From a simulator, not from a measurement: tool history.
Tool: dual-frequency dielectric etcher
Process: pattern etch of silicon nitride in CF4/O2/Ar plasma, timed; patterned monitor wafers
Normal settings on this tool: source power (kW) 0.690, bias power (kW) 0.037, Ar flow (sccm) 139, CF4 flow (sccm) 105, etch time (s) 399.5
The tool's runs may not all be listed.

| run | day | source power (kW) | bias power (kW) | Ar flow (sccm) | CF4 flow (sccm) | etch time (s) | wafers since the last listed run | hours since the last wet clean | hours since the last source power generator calibration | hours since the last bias power generator calibration | hours since the last Ar flow controller change | hours since the last CF4 flow controller change | hours since the last upper electrode change | hours since the gauge calibration | read-back reference wafer on the same gauge, depth_nm | mean etch depth across the wafer (nm) |
|---|---|---|---|---|---|---|---|---|---|---|---|---|---|---|---|---|
| 1 | 0.000 | 0.690 | 0.037 | 139 | 98 | 495.0 | 0 | 376.5 | 630.1 | 3909.6 | 492.5 | 1081.4 | 106.4 | 30.4 | 883.1 | 1063.1 |
| 2 | 1.712 | 0.690 | 0.037 | 119 | 105 | 399.5 | 119 | 417.6 | 671.2 | 3950.7 | 533.6 | 1122.5 | 147.5 | 71.5 | 883.0 | 891.4 |
| 3 | 4.246 | 0.810 | 0.037 | 139 | 105 | 474.5 | 176 | 478.4 | 732.0 | 4011.5 | 594.4 | 1183.3 | 208.3 | 132.3 | 883.0 | 1170.6 |
| 4 | 5.850 | 0.690 | 0.037 | 139 | 105 | 399.5 | 111 | 516.9 | 770.5 | 4050.0 | 632.9 | 1221.8 | 246.8 | 170.8 | 883.4 | 874.0 |
| 5 | 11.675 | 0.590 | 0.037 | 139 | 105 | 515.5 | 406 | 656.7 | 910.3 | 4189.8 | 772.7 | 1361.6 | 386.6 | 310.6 | 882.9 | 990.8 |
|  | 14.417 | wet clean of the chamber |
| 6 | 14.438 | 0.690 | 0.037 | 139 | 105 | 399.5 | 122 | 0.5 | 976.6 | 4256.1 | 839.0 | 1427.9 | 452.9 | 376.9 | 883.4 | 869.8 |
| 7 | 17.362 | 0.530 | 0.046 | 150 | 105 | 347.0 | 203 | 70.7 | 1046.8 | 4326.3 | 909.2 | 1498.1 | 523.1 | 447.1 | 882.7 | 674.8 |
| 8 | 20.271 | 0.690 | 0.037 | 139 | 105 | 399.5 | 202 | 140.5 | 1116.6 | 4396.1 | 979.0 | 1567.9 | 592.9 | 516.9 | 883.8 | 867.6 |
|  | 20.450 | bias power generator calibrated |
| 9 | 24.667 | 0.690 | 0.037 | 121 | 105 | 341.0 | 294 | 246.0 | 1222.1 | 101.2 | 1084.5 | 1673.4 | 698.4 | 622.4 | 883.0 | 767.7 |
| 10 | 27.704 | 0.780 | 0.037 | 139 | 88 | 399.5 | 211 | 318.9 | 1295.0 | 174.1 | 1157.4 | 1746.3 | 771.3 | 695.3 | 884.0 | 924.9 |
| 11 | 30.179 | 0.690 | 0.029 | 125 | 105 | 367.5 | 172 | 378.3 | 1354.4 | 233.5 | 1216.8 | 1805.7 | 830.7 | 754.7 | 883.3 | 722.5 |
| 12 | 32.500 | 0.690 | 0.037 | 139 | 105 | 399.5 | 161 | 434.0 | 1410.1 | 289.2 | 1272.5 | 1861.4 | 886.4 | 810.4 | 884.3 | 873.3 |
| 13 | 36.217 | 0.690 | 0.037 | 139 | 105 | 399.5 | 259 | 523.2 | 1499.3 | 378.4 | 1361.7 | 1950.6 | 975.6 | 899.6 | 883.5 | 862.1 |
| 14 | 40.667 | 0.690 | 0.037 | 139 | 105 | 446.5 | 310 | 630.0 | 1606.1 | 485.2 | 1468.5 | 2057.4 | 1082.4 | 1006.4 | 882.4 | 980.1 |
| 15 | 42.592 | 0.690 | 0.037 | 139 | 117 | 399.5 | 134 | 676.2 | 1652.3 | 531.4 | 1514.7 | 2103.6 | 1128.6 | 1052.6 | 883.4 | 885.2 |
|  | 43.708 | wet clean of the chamber |
| 16 | 44.942 | 0.690 | 0.030 | 139 | 83 | 399.5 | 94 | 29.6 | 1708.7 | 587.8 | 1571.1 | 2160.0 | 1185.0 | 1109.0 | 882.0 | 741.1 |
| 17 | 50.283 | 0.690 | 0.040 | 139 | 105 | 503.0 | 372 | 157.8 | 1836.9 | 716.0 | 1699.3 | 2288.2 | 1313.2 | 1237.2 | 884.0 | 1148.3 |
| 18 | 52.996 | 0.690 | 0.037 | 139 | 118 | 510.0 | 189 | 222.9 | 1902.0 | 781.1 | 1764.4 | 2353.3 | 1378.3 | 1302.3 | 884.1 | 1123.3 |
| 19 | 55.929 | 0.630 | 0.042 | 129 | 105 | 399.5 | 204 | 293.3 | 1972.4 | 851.5 | 1834.8 | 2423.7 | 1448.7 | 1372.7 | 884.1 | 867.6 |
| 20 | 57.725 | 0.690 | 0.037 | 139 | 115 | 399.5 | 125 | 336.4 | 2015.5 | 894.6 | 1877.9 | 2466.8 | 1491.8 | 1415.8 | 882.5 | 888.7 |
| 21 | 59.762 | 0.690 | 0.033 | 139 | 105 | 399.5 | 142 | 385.3 | 2064.4 | 943.5 | 1926.8 | 2515.7 | 1540.7 | 1464.7 | 882.1 | 819.4 |

What if the next run were any one of these 4? Each begins from the tool's condition after run 21:
| A | 59.783 | 0.690 | 0.037 | 139 | 97 | 399.5 | 1 | 385.8 | 2064.9 | 944.0 | 1927.3 | 2516.2 | 1541.2 | 1465.2 | ? | ? |
| B | 59.783 | 0.570 | 0.037 | 139 | 105 | 399.5 | 1 | 385.8 | 2064.9 | 944.0 | 1927.3 | 2516.2 | 1541.2 | 1465.2 | ? | ? |
| C | 59.783 | 0.690 | 0.037 | 139 | 88 | 473.5 | 1 | 385.8 | 2064.9 | 944.0 | 1927.3 | 2516.2 | 1541.2 | 1465.2 | ? | ? |
| D | 59.783 | 0.690 | 0.029 | 139 | 105 | 506.0 | 1 | 385.8 | 2064.9 | 944.0 | 1927.3 | 2516.2 | 1541.2 | 1465.2 | ? | ? |

| run | read-back reference wafer on the same gauge, depth_nm | mean etch depth across the wafer (nm) |
|---|---|---|
| A | 883.1 | 854.1 |
| B | 883.1 | 745.0 |
| C | 883.1 | 994.3 |
| D | 883.1 | 969.6 |
Had the tool no hidden state, the same runs would have come out as:
| run | mean etch depth across the wafer (nm) |
|---|---|
| A | 854.1 |
| B | 745.0 |
| C | 994.3 |
| D | 969.6 |

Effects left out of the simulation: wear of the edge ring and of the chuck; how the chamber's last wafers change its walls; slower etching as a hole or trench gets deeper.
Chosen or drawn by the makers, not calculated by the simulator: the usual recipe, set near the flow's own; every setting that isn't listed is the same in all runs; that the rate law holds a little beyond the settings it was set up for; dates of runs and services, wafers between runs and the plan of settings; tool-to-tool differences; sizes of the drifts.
